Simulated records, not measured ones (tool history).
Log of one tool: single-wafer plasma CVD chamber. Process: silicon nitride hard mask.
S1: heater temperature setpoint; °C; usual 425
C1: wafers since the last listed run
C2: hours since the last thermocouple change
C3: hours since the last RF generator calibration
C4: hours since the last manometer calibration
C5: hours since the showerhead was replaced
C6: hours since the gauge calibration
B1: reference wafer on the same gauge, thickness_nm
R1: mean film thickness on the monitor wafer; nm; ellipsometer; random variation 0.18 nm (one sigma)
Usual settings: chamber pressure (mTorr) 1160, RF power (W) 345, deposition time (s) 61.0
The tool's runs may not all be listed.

Run 1, day 0.000: usual settings; C1 0; C2 2509.2; C3 1911.4; C4 2654.4; C5 3029.0; C6 368.7; B1 59.449. Result: R1 65.364 nm.
Run 2, day 0.721: usual settings; C1 353; C2 2526.5; C3 1928.7; C4 2671.7; C5 3046.3; C6 386.0; B1 59.395. Result: R1 65.559 nm.
Run 3, day 3.550: usual settings; C1 1386; C2 2594.4; C3 1996.6; C4 2739.6; C5 3114.2; C6 453.9; B1 59.381. Result: R1 65.205 nm.
Run 4, day 4.350: usual settings but chamber pressure (mTorr) 1270; C1 391; C2 2613.6; C3 2015.8; C4 2758.8; C5 3133.4; C6 473.1; B1 59.404. Result: R1 67.241 nm.
Run 5, day 5.779: usual settings but chamber pressure (mTorr) 1270; C1 700; C2 2647.9; C3 2050.1; C4 2793.1; C5 3167.7; C6 507.4; B1 59.303. Result: R1 67.090 nm.
Run 6, day 6.671: usual settings; C1 436; C2 2669.3; C3 2071.5; C4 2814.5; C5 3189.1; C6 528.8; B1 59.368. Result: R1 65.445 nm.
Run 7, day 7.521: usual settings; C1 416; C2 2689.7; C3 2091.9; C4 2834.9; C5 3209.5; C6 549.2; B1 59.414. Result: R1 65.121 nm.
At day 8.725: thermocouple changed; heater temperature recalibrated.
Run 8, day 8.862: usual settings; C1 494; C2 3.3; C3 2124.1; C4 2867.1; C5 3241.7; C6 581.4; B1 59.356. Result: R1 64.709 nm.
At day 9.771: showerhead replaced.
At day 9.942: capacitance manometer re-zeroed and calibrated.
Run 9, day 10.012: usual settings but S1 437 °C; C1 317; C2 30.9; C3 2151.7; C4 1.7; C5 5.8; C6 609.0; B1 59.295. Result: R1 64.705 nm.
Run 10, day 10.600: usual settings but S1 437 °C; C1 287; C2 45.0; C3 2165.8; C4 15.8; C5 19.9; C6 623.1; B1 59.358. Result: R1 64.362 nm.
At day 10.812: gauge calibrated.
Run 11, day 11.571: usual settings but S1 437 °C; C1 475; C2 68.3; C3 2189.1; C4 39.1; C5 43.2; C6 18.2; B1 59.395. Result: R1 64.611 nm.
Run 12, day 12.950: usual settings but deposition time (s) 64.6; C1 675; C2 101.4; C3 2222.2; C4 72.2; C5 76.3; C6 51.3; B1 59.338. Result: R1 68.774 nm.
Run 13, day 13.979: usual settings but chamber pressure (mTorr) 950, deposition time (s) 50.2; C1 504; C2 126.1; C3 2246.9; C4 96.9; C5 101.0; C6 76.0; B1 59.405. Result: R1 49.570 nm.
Run 14, day 14.742: usual settings but deposition time (s) 54.4; C1 373; C2 144.4; C3 2265.2; C4 115.2; C5 119.3; C6 94.3; B1 59.296. Result: R1 57.816 nm.
Run 15, day 16.217: usual settings but deposition time (s) 52.3; C1 722; C2 179.8; C3 2300.6; C4 150.6; C5 154.7; C6 129.7; B1 59.382. Result: R1 55.640 nm.
Run 16, day 17.629: usual settings but deposition time (s) 64.6; C1 692; C2 213.7; C3 2334.5; C4 184.5; C5 188.6; C6 163.6; B1 59.384. Result: R1 68.664 nm.
At day 18.383: RF generator calibrated.
Run 17, day 18.404: usual settings but S1 414 °C, chamber pressure (mTorr) 1000, RF power (W) 300; C1 216; C2 232.3; C3 0.5; C4 203.1; C5 207.2; C6 182.2; B1 59.436. Result: R1 59.848 nm.
Run 18, day 19.233: usual settings but S1 439 °C, chamber pressure (mTorr) 1090; C1 406; C2 252.2; C3 20.4; C4 223.0; C5 227.1; C6 202.1; B1 59.398. Result: R1 66.033 nm.
Run 19, day 20.300: usual settings but deposition time (s) 68.8; C1 522; C2 277.8; C3 46.0; C4 248.6; C5 252.7; C6 227.7; B1 59.427. Result: R1 76.795 nm.
Run 20, day 21.758: usual settings; C1 714; C2 312.8; C3 81.0; C4 283.6; C5 287.7; C6 262.7; B1 59.460. Result: R1 68.027 nm.
Run 21, day 22.342: usual settings but S1 430 °C; C1 285; C2 326.8; C3 95.0; C4 297.6; C5 301.7; C6 276.7; B1 59.464. Result: R1 68.189 nm.
Run 22, day 22.979: usual settings but chamber pressure (mTorr) 1410, RF power (W) 295; C1 312; C2 342.1; C3 110.3; C4 312.9; C5 317.0; C6 292.0; B1 59.453. Result: R1 66.316 nm.
Run 23, day 23.642: usual settings but deposition time (s) 72.1; C1 324; C2 358.0; C3 126.2; C4 328.8; C5 332.9; C6 307.9; B1 59.386. Result: R1 80.505 nm.
Run 24, day 24.996: usual settings; C1 663; C2 390.5; C3 158.7; C4 361.3; C5 365.4; C6 340.4; B1 59.424. Result: R1 67.744 nm.
Run 25, day 25.912: usual settings but chamber pressure (mTorr) 930, RF power (W) 280; C1 449; C2 412.5; C3 180.7; C4 383.3; C5 387.4; C6 362.4; B1 59.379. Result: R1 55.308 nm.

Forecast each of these 4 alternatives for the next run:
Run A, day 25.929: usual settings but S1 414 °C; C1 8; C2 412.9; C3 181.1; C4 383.7; C5 387.8; C6 362.8; B1 ?. Result: R1 ?.
Run B, day 25.929: usual settings but S1 418 °C, chamber pressure (mTorr) 970, RF power (W) 395, deposition time (s) 57.6; C1 8; C2 412.9; C3 181.1; C4 383.7; C5 387.8; C6 362.8; B1 ?. Result: R1 ?.
Run C, day 25.929: usual settings but S1 419 °C, RF power (W) 280, deposition time (s) 70.6; C1 8; C2 412.9; C3 181.1; C4 383.7; C5 387.8; C6 362.8; B1 ?. Result: R1 ?.
Run D, day 25.929: usual settings but S1 429 °C, RF power (W) 365, deposition time (s) 72.5; C1 8; C2 412.9; C3 181.1; C4 383.7; C5 387.8; C6 362.8; B1 ?. Result: R1 ?.

run      B1      R1
  A  59.450  67.971
  B  59.450  64.623
  C  59.450  69.681
  D  59.450  82.837
Without the tool's hidden state the same runs would have given:
run      R1
  A  68.386
  B  65.018
  C  70.141
  D  83.342
